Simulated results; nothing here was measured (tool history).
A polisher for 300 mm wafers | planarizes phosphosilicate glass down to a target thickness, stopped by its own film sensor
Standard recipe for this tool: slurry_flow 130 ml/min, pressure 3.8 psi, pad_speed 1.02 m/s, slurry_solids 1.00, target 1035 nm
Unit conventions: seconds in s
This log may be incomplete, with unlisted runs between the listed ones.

run,hour,slurry_flow,pressure,pad_speed,slurry_solids,target,"incoming thickness of the incoming film, nm",seconds
1,0.0,130,3.8,1.02,1.00,1035,2159.2,94.5
2,34.8,130,3.3,1.02,1.00,1299,2186.5,79.9
3,62.0,130,3.3,1.02,1.00,1299,2161.1,81.8
4,80.6,130,3.8,1.02,1.00,1035,2164.3,94.6
# hour 118.1: slurry blender recalibrated
5,143.4,130,2.5,0.88,1.15,1035,2173.3,131.9
6,160.0,130,3.8,1.02,1.00,1035,2145.3,92.9
7,173.6,130,3.8,1.02,1.00,1035,2185.4,96.1
8,187.8,150,3.8,1.02,1.00,1035,2151.6,89.5
9,204.6,85,4.7,0.92,1.00,1035,2148.3,95.4
10,218.0,130,4.9,1.26,0.85,1307,2194.6,58.0
# hour 235.9: slurry nozzle cleaned
# hour 237.3: worn pad replaced by a new one
11,243.7,130,3.8,1.02,1.20,1035,2195.6,89.2
# hour 266.4: conditioning disc replaced and pad reconditioned
12,271.3,130,3.8,0.76,1.00,1035,2217.1,123.2
13,296.3,130,3.8,1.02,0.90,1035,2155.6,100.2
14,329.7,130,3.8,1.02,1.00,1035,2187.3,93.8
# hour 360.3: slurry blender recalibrated
15,373.9,130,4.4,1.02,1.00,1035,2195.6,87.3
16,386.5,130,3.8,1.22,0.80,1035,2167.1,95.5
17,411.7,130,2.9,1.02,1.00,923,2186.4,127.6
# hour 439.1: worn pad replaced by a new one
18,439.8,90,4.3,1.36,0.90,1035,2178.8,81.0
19,475.8,110,4.7,1.30,1.00,1035,2183.2,70.6
20,495.0,130,3.8,0.78,1.20,1035,2204.9,109.6
21,525.7,130,3.8,1.26,1.00,1035,2181.4,79.9
22,538.2,130,3.8,1.26,1.00,1035,2190.3,82.8
23,567.1,175,3.4,1.02,1.00,1035,2130.6,93.6
24,589.7,130,3.8,1.02,1.20,1220,2167.2,71.3
25,608.3,130,3.8,0.92,1.25,1035,2167.8,91.7
26,620.7,130,5.1,1.02,1.00,1035,2205.6,79.5

4 options for the next run, each taken on its own from the tool as it stands now. Forecast them:
A,621.2,130,3.8,1.02,1.00,1035,2178.5,?
B,621.2,130,2.6,1.02,1.25,1035,2178.5,?
C,621.2,130,3.8,1.02,0.70,1350,2178.5,?
D,621.2,130,3.3,0.84,1.15,934,2178.5,?

run,seconds
A,95.9
B,110.7
C,90.4
D,124.7
Stripped of hidden state, with their random variation kept, the same runs would have yielded:
run,seconds
A,95.9
B,110.7
C,90.4
D,124.7

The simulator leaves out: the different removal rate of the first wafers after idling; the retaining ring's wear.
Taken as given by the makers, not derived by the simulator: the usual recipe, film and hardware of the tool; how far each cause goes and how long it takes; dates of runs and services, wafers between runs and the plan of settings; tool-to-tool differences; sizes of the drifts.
